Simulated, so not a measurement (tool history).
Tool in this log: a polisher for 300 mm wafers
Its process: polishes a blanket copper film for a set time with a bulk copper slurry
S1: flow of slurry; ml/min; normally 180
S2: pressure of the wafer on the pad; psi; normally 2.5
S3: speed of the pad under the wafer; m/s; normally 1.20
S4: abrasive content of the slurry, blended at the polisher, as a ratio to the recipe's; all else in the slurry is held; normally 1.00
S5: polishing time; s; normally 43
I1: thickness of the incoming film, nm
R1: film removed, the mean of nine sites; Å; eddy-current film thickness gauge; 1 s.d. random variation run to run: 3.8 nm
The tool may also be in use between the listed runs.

Run 1, day 0.000: usual settings but S4 1.10; I1 2984.1. Result: R1 4351 Å.
At day 0.142: worn pad replaced by a new one.
Run 2, day 0.250: usual settings but S5 52 s; I1 3039.9. Result: R1 5232 Å.
Run 3, day 0.996: usual settings but S5 52 s; I1 3001.9. Result: R1 5231 Å.
Run 4, day 1.642: usual settings but S5 52 s; I1 3067.8. Result: R1 5252 Å.
Run 5, day 2.279: usual settings; I1 3058.7. Result: R1 4345 Å.
Run 6, day 2.833: usual settings; I1 3071.3. Result: R1 4370 Å.
Run 7, day 3.383: usual settings; I1 3004.5. Result: R1 4338 Å.
Run 8, day 3.633: usual settings; I1 3061.7. Result: R1 4290 Å.
Run 9, day 3.896: usual settings; I1 2999.5. Result: R1 4333 Å.
Run 10, day 4.254: usual settings; I1 3023.7. Result: R1 4277 Å.
Run 11, day 4.904: usual settings; I1 3014.7. Result: R1 4341 Å.
Run 12, day 5.250: usual settings but S3 1.46 m/s; I1 3016.3. Result: R1 5281 Å.
Run 13, day 5.754: usual settings; I1 3035.7. Result: R1 4408 Å.
Run 14, day 6.338: usual settings but S1 140 ml/min, S4 1.15, S5 35 s; I1 3026.9. Result: R1 3421 Å.
At day 6.796: worn pad replaced by a new one.
Run 15, day 6.938: usual settings but S2 2.9 psi, S3 1.34 m/s, S5 54 s; I1 3037.5. Result: R1 6600 Å.
Run 16, day 7.621: usual settings; I1 3034.6. Result: R1 4320 Å.
Run 17, day 7.971: usual settings but S4 1.15; I1 3013.7. Result: R1 4484 Å.
At day 8.275: slurry nozzle cleaned.
Run 18, day 8.625: usual settings but S5 39 s; I1 3004.5. Result: R1 3984 Å.
Run 19, day 8.896: usual settings but S1 225 ml/min, S4 1.25; I1 3061.8. Result: R1 4650 Å.
Run 20, day 9.154: usual settings; I1 3074.4. Result: R1 4340 Å.
Run 21, day 9.650: usual settings; I1 2993.7. Result: R1 4327 Å.
At day 9.996: head pressure recalibrated.
Run 22, day 10.142: usual settings but S2 3.2 psi, S3 0.96 m/s; I1 3013.9. Result: R1 4060 Å.
At day 10.442: slurry blender recalibrated.
Run 23, day 10.462: usual settings but S4 1.15; I1 3048.7. Result: R1 4450 Å.
Run 24, day 11.200: usual settings but S1 125 ml/min; I1 3019.4. Result: R1 3958 Å.
Run 25, day 11.750: usual settings; I1 3064.9. Result: R1 4394 Å.

What will run 26 give?
Run 26, day 13.708: usual settings but S2 2.9 psi; I1 2985.5. Result: R1 ?.

R1: 4750 Å
Take away the tool's hidden state, keep the run-to-run variation as it was, and the same run would have given R1 4750 Å.

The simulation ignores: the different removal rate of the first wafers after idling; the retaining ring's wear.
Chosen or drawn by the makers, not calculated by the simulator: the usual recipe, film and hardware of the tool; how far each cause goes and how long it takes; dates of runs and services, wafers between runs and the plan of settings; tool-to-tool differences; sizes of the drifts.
